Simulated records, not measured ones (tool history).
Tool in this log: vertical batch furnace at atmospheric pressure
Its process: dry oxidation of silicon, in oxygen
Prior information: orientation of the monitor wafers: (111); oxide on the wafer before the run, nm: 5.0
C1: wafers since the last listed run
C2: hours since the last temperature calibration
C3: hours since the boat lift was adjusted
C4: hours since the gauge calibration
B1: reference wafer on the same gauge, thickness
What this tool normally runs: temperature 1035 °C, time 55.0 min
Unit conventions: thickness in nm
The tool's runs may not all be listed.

Run 1, hour 0.0: usual settings but temperature 1054 °C; C1 0; C2 1259.3; C3 3851.0; C4 361.6; B1 77.43. Result: thickness 99.58 nm.
Run 2, hour 40.0: usual settings but temperature 1054 °C; C1 938; C2 1299.3; C3 3891.0; C4 401.6; B1 77.50. Result: thickness 99.99 nm.
Run 3, hour 66.4: usual settings but time 66.0 min; C1 619; C2 1325.7; C3 3917.4; C4 428.0; B1 77.58. Result: thickness 100.49 nm.
Run 4, hour 79.9: usual settings; C1 316; C2 1339.2; C3 3930.9; C4 441.5; B1 77.53. Result: thickness 89.52 nm.
Run 5, hour 108.0: usual settings; C1 659; C2 1367.3; C3 3959.0; C4 469.6; B1 77.57. Result: thickness 89.25 nm.
Run 6, hour 138.3: usual settings; C1 710; C2 1397.6; C3 3989.3; C4 499.9; B1 77.49. Result: thickness 89.42 nm.
Run 7, hour 160.0: usual settings but time 35.0 min; C1 508; C2 1419.3; C3 4011.0; C4 521.6; B1 77.49. Result: thickness 67.34 nm.
Run 8, hour 182.5: usual settings; C1 527; C2 1441.8; C3 4033.5; C4 544.1; B1 77.53. Result: thickness 89.29 nm.
Run 9, hour 215.7: usual settings but time 42.5 min; C1 778; C2 1475.0; C3 4066.7; C4 577.3; B1 77.47. Result: thickness 76.03 nm.
Run 10, hour 237.0: usual settings but time 42.5 min; C1 499; C2 1496.3; C3 4088.0; C4 598.6; B1 77.47. Result: thickness 75.58 nm.
Run 11, hour 253.9: usual settings; C1 396; C2 1513.2; C3 4104.9; C4 615.5; B1 77.57. Result: thickness 89.48 nm.
Run 12, hour 271.8: usual settings; C1 419; C2 1531.1; C3 4122.8; C4 633.4; B1 77.52. Result: thickness 89.34 nm.
Run 13, hour 298.4: usual settings; C1 623; C2 1557.7; C3 4149.4; C4 660.0; B1 77.54. Result: thickness 89.62 nm.
Run 14, hour 331.0: usual settings; C1 764; C2 1590.3; C3 4182.0; C4 692.6; B1 77.42. Result: thickness 89.01 nm.
Run 15, hour 347.7: usual settings; C1 391; C2 1607.0; C3 4198.7; C4 709.3; B1 77.47. Result: thickness 89.86 nm.
Run 16, hour 366.1: usual settings; C1 431; C2 1625.4; C3 4217.1; C4 727.7; B1 77.48. Result: thickness 89.24 nm.
At hour 411.9: boat lift adjusted.
Run 17, hour 412.4: usual settings but temperature 1049 °C; C1 522; C2 1671.7; C3 0.5; C4 774.0; B1 77.55. Result: thickness 97.18 nm.
Run 18, hour 417.5: usual settings but time 80.0 min; C1 119; C2 1676.8; C3 5.6; C4 779.1; B1 77.53. Result: thickness 112.97 nm.
At hour 431.2: gauge calibrated.
Run 19, hour 448.0: usual settings; C1 715; C2 1707.3; C3 36.1; C4 16.8; B1 77.54. Result: thickness 89.46 nm.
Run 20, hour 466.7: usual settings but temperature 1049 °C, time 82.0 min; C1 438; C2 1726.0; C3 54.8; C4 35.5; B1 77.53. Result: thickness 123.98 nm.
Run 21, hour 478.8: usual settings but temperature 1028 °C; C1 283; C2 1738.1; C3 66.9; C4 47.6; B1 77.50. Result: thickness 85.87 nm.
Run 22, hour 514.3: usual settings but temperature 1048 °C, time 29.5 min; C1 832; C2 1773.6; C3 102.4; C4 83.1; B1 77.52. Result: thickness 65.22 nm.
At hour 543.0: thermocouples replaced and temperature profile calibrated.
Run 23, hour 543.5: usual settings but temperature 1011 °C; C1 121; C2 0.5; C3 131.6; C4 112.3; B1 77.47. Result: thickness 76.11 nm.
Run 24, hour 551.8: usual settings but temperature 1019 °C, time 74.5 min; C1 194; C2 8.8; C3 139.9; C4 120.6; B1 77.44. Result: thickness 98.19 nm.
Run 25, hour 582.9: usual settings; C1 729; C2 39.9; C3 171.0; C4 151.7; B1 77.52. Result: thickness 89.73 nm.
Run 26, hour 595.5: usual settings; C1 295; C2 52.5; C3 183.6; C4 164.3; B1 77.41. Result: thickness 88.90 nm.
Run 27, hour 616.7: usual settings; C1 497; C2 73.7; C3 204.8; C4 185.5; B1 77.48. Result: thickness 89.51 nm.
Run 28, hour 642.0: usual settings but temperature 1049 °C, time 76.0 min; C1 593; C2 99.0; C3 230.1; C4 210.8; B1 77.50. Result: thickness 118.72 nm.
Run 29, hour 661.1: usual settings but temperature 1025 °C; C1 447; C2 118.1; C3 249.2; C4 229.9; B1 77.48. Result: thickness 84.43 nm.
Run 30, hour 697.0: usual settings but temperature 1017 °C, time 38.0 min; C1 841; C2 154.0; C3 285.1; C4 265.8; B1 77.52. Result: thickness 62.94 nm.
Run 31, hour 716.9: usual settings; C1 466; C2 173.9; C3 305.0; C4 285.7; B1 77.52. Result: thickness 88.96 nm.
Run 32, hour 730.3: usual settings but temperature 1047 °C, time 43.0 min; C1 314; C2 187.3; C3 318.4; C4 299.1; B1 77.49. Result: thickness 81.93 nm.
Run 33, hour 751.5: usual settings but temperature 1060 °C, time 43.0 min; C1 497; C2 208.5; C3 339.6; C4 320.3; B1 77.41. Result: thickness 88.78 nm.
Run 34, hour 768.5: usual settings but temperature 1021 °C, time 79.0 min; C1 398; C2 225.5; C3 356.6; C4 337.3; B1 77.49. Result: thickness 103.36 nm.
Run 35, hour 797.5: usual settings but temperature 1015 °C; C1 680; C2 254.5; C3 385.6; C4 366.3; B1 77.48. Result: thickness 78.20 nm.

What differs in the tool's unlogged condition from the final listed run ahead of each entry between runs to the first listed run following it?
Run 16 -> run 17: boat lift adjusted (hour 411.9)
  nothing in the hidden state changes from one run to the other
Run 18 -> run 19: gauge calibrated (hour 431.2)
  nothing in the hidden state changes from one run to the other
Run 22 -> run 23: thermocouples replaced and temperature profile calibrated (hour 543.0)
  nothing in the hidden state changes from one run to the other

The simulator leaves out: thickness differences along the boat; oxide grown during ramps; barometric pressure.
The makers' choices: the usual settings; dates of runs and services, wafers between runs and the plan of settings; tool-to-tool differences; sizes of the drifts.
